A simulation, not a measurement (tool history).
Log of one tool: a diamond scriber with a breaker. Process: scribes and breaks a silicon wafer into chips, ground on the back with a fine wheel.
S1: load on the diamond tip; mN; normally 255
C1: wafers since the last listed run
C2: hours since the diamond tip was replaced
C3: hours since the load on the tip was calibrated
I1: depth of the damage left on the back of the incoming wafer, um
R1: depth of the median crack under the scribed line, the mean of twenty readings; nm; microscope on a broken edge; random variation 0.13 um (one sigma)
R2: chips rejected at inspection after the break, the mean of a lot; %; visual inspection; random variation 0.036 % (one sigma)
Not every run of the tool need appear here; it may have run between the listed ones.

run,hour,S1,C1,C2,C3,I1,R1,R2
1,0.0,273,0,310.9,258.6,2.08,14540,1.15
2,67.0,211,190,377.9,325.6,1.80,11930,5.28
3,113.9,211,133,424.8,372.5,1.67,11870,5.82
# hour 158.4: load on the tip recalibrated
4,200.2,235,239,511.1,41.8,2.02,13220,2.50
5,286.3,235,244,597.2,127.9,1.59,12930,2.62
6,339.4,304,150,650.3,181.0,2.11,15420,1.08
7,386.4,304,133,697.3,228.0,1.98,15140,0.99
8,464.7,304,222,775.6,306.3,2.08,14990,1.08
9,512.1,326,134,823.0,353.7,1.83,15300,1.09
10,611.7,235,283,922.6,453.3,2.66,12220,5.83
# hour 626.0: load on the tip recalibrated
11,713.1,217,282,1024.0,87.1,2.03,11470,6.55
# hour 719.2: diamond tip replaced by a new one
12,814.8,255,283,95.6,188.8,2.73,14510,1.68
13,871.5,317,161,152.3,245.5,2.60,16560,2.33
14,952.2,230,229,233.0,326.2,1.84,12910,2.71
15,1030.5,255,222,311.3,404.5,1.62,13550,1.44
16,1089.9,199,168,370.7,463.9,2.79,11310,8.43
# hour 1131.7: load on the tip recalibrated
17,1150.8,192,167,431.6,19.1,1.85,11560,6.73

3 options for the next run, each taken on its own from the tool as it stands now. Forecast them:
A,1151.4,228,1,432.2,19.7,2.59,?,?
B,1151.4,300,1,432.2,19.7,2.59,?,?
C,1151.4,325,1,432.2,19.7,2.59,?,?

run,R1,R2
A,13080,3.07
B,15830,1.58
C,16730,2.44
Had the tool no hidden state, the same runs would have come out as:
run,R1,R2
A,13740,2.02
B,16630,2.32
C,17570,3.68

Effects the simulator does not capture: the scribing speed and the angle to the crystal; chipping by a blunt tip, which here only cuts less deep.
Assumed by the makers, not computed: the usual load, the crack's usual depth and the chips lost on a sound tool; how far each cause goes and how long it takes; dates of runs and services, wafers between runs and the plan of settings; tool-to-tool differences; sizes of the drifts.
